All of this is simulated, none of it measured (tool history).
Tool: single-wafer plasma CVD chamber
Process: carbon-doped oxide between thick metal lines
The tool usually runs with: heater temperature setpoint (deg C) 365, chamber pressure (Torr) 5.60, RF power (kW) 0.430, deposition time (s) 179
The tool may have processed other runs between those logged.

run	hour	heater temperature setpoint (deg C)	chamber pressure (Torr)	RF power (kW)	deposition time (s)	wafers since the last listed run	hours since the last thermocouple change	hours since the last RF generator calibration	hours since the last manometer calibration	hours since the showerhead was replaced	hours since the gauge calibration	read-back reference wafer on the same gauge, thickness_nm	mean film thickness on the monitor wafer (angstrom)
1	0.0	365	5.60	0.430	179	0	1286.6	1661.8	694.5	5568.7	2245.6	875.159	8180.44
2	84.7	365	5.60	0.430	179	643	1371.3	1746.5	779.2	5653.4	2330.3	875.461	8224.23
# hour 149.4: RF generator calibrated
# hour 170.2: thermocouple changed; heater temperature recalibrated
# hour 285.2: gauge calibrated
3	365.8	365	5.60	0.430	179	2012	195.6	216.4	1060.3	5934.5	80.6	875.557	8367.83
4	465.9	365	5.60	0.430	179	760	295.7	316.5	1160.4	6034.6	180.7	875.463	8399.06
5	545.6	365	5.60	0.430	179	605	375.4	396.2	1240.1	6114.3	260.4	875.481	8287.68
6	617.6	365	5.60	0.430	179	546	447.4	468.2	1312.1	6186.3	332.4	876.368	8342.41
7	654.4	365	5.60	0.430	179	279	484.2	505.0	1348.9	6223.1	369.2	875.792	8408.23
8	714.4	365	5.60	0.430	179	455	544.2	565.0	1408.9	6283.1	429.2	876.552	8203.83
9	758.6	365	5.60	0.430	179	335	588.4	609.2	1453.1	6327.3	473.4	876.540	8341.62
10	826.2	352	5.16	0.430	203	513	656.0	676.8	1520.7	6394.9	541.0	875.918	9520.18
11	880.2	365	4.82	0.430	179	410	710.0	730.8	1574.7	6448.9	595.0	875.519	8070.18
12	934.2	378	4.45	0.460	199	410	764.0	784.8	1628.7	6502.9	649.0	875.340	9139.07
13	970.3	357	4.23	0.405	154	274	800.1	820.9	1664.8	6539.0	685.1	875.945	6442.21
# hour 982.5: capacitance manometer re-zeroed and calibrated
14	1020.0	365	5.60	0.430	179	316	849.8	870.6	37.5	6588.7	734.8	875.355	8232.22
15	1093.3	365	5.60	0.430	179	556	923.1	943.9	110.8	6662.0	808.1	876.267	8235.19
16	1169.4	365	5.60	0.430	179	577	999.2	1020.0	186.9	6738.1	884.2	876.142	8185.39
17	1206.7	365	4.82	0.430	179	283	1036.5	1057.3	224.2	6775.4	921.5	875.681	7975.17
18	1275.6	365	5.60	0.430	179	523	1105.4	1126.2	293.1	6844.3	990.4	875.761	8189.15
19	1354.8	365	5.60	0.395	179	601	1184.6	1205.4	372.3	6923.5	1069.6	876.548	7545.71
20	1404.2	365	6.19	0.460	156	375	1234.0	1254.8	421.7	6972.9	1119.0	876.632	7667.91
21	1505.3	365	6.51	0.430	144	767	1335.1	1355.9	522.8	7074.0	1220.1	876.551	6621.31
# hour 1550.1: showerhead replaced
22	1564.5	365	5.60	0.505	179	388	1394.3	1415.1	582.0	14.4	1279.3	876.188	9392.10
23	1634.5	365	5.60	0.430	179	531	1464.3	1485.1	652.0	84.4	1349.3	875.989	8092.01
24	1739.8	365	5.60	0.375	190	799	1569.6	1590.4	757.3	189.7	1454.6	876.588	7494.60
# hour 1753.1: thermocouple changed; heater temperature recalibrated
25	1788.2	360	4.34	0.430	179	306	35.1	1638.8	805.7	238.1	1503.0	875.754	7852.28
# hour 1885.6: RF generator calibrated
26	1893.4	372	5.15	0.430	179	738	140.3	7.8	910.9	343.3	1608.2	876.225	8219.47
27	1998.3	365	5.60	0.430	179	796	245.2	112.7	1015.8	448.2	1713.1	875.927	8420.62
28	2077.6	365	5.60	0.430	179	602	324.5	192.0	1095.1	527.5	1792.4	877.040	8442.52
29	2131.3	377	4.61	0.360	163	407	378.2	245.7	1148.8	581.2	1846.1	877.246	6024.70

Consider 3 possible next runs. They are alternatives, not a sequence: every one starts from the tool as it was left by run 29. What does each give?
A	2131.7	365	5.60	0.430	179	3	378.6	246.1	1149.2	581.6	1846.5	?	?
B	2131.7	371	6.95	0.495	166	3	378.6	246.1	1149.2	581.6	1846.5	?	?
C	2131.7	354	6.01	0.430	151	3	378.6	246.1	1149.2	581.6	1846.5	?	?

run	read-back reference wafer on the same gauge, thickness_nm	mean film thickness on the monitor wafer (angstrom)
A	875.262	8409.05
B	875.262	8946.46
C	875.262	7325.99
Without the tool's hidden state the same runs would have given:
run	mean film thickness on the monitor wafer (angstrom)
A	8626.91
B	9141.88
C	7515.78

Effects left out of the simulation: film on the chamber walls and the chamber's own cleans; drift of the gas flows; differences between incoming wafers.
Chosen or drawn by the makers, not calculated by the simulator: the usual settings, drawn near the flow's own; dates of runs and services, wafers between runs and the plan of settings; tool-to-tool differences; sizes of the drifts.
